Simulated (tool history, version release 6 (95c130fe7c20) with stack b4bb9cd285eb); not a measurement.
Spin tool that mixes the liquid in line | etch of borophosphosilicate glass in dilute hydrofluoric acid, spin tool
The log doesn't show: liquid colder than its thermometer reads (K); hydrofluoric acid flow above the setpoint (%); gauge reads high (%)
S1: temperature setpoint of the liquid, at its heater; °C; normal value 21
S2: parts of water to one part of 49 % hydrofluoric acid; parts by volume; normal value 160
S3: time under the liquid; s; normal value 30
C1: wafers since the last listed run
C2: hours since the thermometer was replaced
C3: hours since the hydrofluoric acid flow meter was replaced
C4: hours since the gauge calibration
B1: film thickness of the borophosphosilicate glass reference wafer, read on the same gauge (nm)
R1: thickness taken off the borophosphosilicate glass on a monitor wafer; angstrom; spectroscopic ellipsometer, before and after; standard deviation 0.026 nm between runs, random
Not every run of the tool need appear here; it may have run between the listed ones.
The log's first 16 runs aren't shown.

run   hour    S1   S2  S3   C1      C2     C3     C4     B1    R1
 17  253.8  25.5  160  15  229  2268.8    827   80.4  79.97    39
 18  267.7    19  160  45  196  2282.7  840.9   94.3     80  89.8
 19  282.5    21  160  30  209  2297.5  855.7  109.1     80  64.9
 20  295.2    21  160  30  179  2310.2  868.4  121.8     80  65.4
     302.3  -- thermometer replaced
 21  307.8    21  160  25  164     5.5    881  134.4  79.98  60.6
 22  317.4  25.5  160  15  136    15.1  890.6    144  79.98  43.2
 23  324.1    18  160  30   94    21.8  897.3  150.7  79.99  64.6
 24  334.9    21  160  30  153    32.6  908.1  161.5     80  72.5
 25  351.9  24.5  240  15  240    49.6  925.1  178.5     80  25.7
 26  358.3    21  160  30   90      56  931.5  184.9  79.99  72.9
 27  366.9    21  195  30  121    64.6  940.1  193.5  80.02  57.6
     379.7  -- hydrofluoric acid flow meter replaced
 28  415.1    18  230  35  668   112.8   35.4  241.7  79.99  44.5
 29  432.1    23  160  30  240   129.8   52.4  258.7  79.99  71.5
 30  449.7    17  115  15  249   147.4     70  276.3  80.01  40.7
     449.9  -- gauge calibrated
 31  477.8    21  160  30  398   175.5   98.1   27.9     80  66.6

Alternative continuations, all from the tool just after run 31; predict every row:
  A  478.2    21  160  30   5  175.9  98.5  28.3   ?   ?
  B  478.2    19  200  15   5  175.9  98.5  28.3   ?   ?
  C  478.2    23  160  15   5  175.9  98.5  28.3   ?   ?
  D  478.2  24.5  130  15   5  175.9  98.5  28.3   ?   ?
  E  478.2    19  160  30   5  175.9  98.5  28.3   ?   ?

run     B1    R1
  A  79.98    66
  B  79.98  23.5
  C  79.98  35.7
  D  79.98  48.1
  E  79.98  60.9
Had the tool no hidden state, the same runs would have come out as:
run    R1
  A    64
  B  22.7
  C  34.6
  D  46.7
  E  59.1
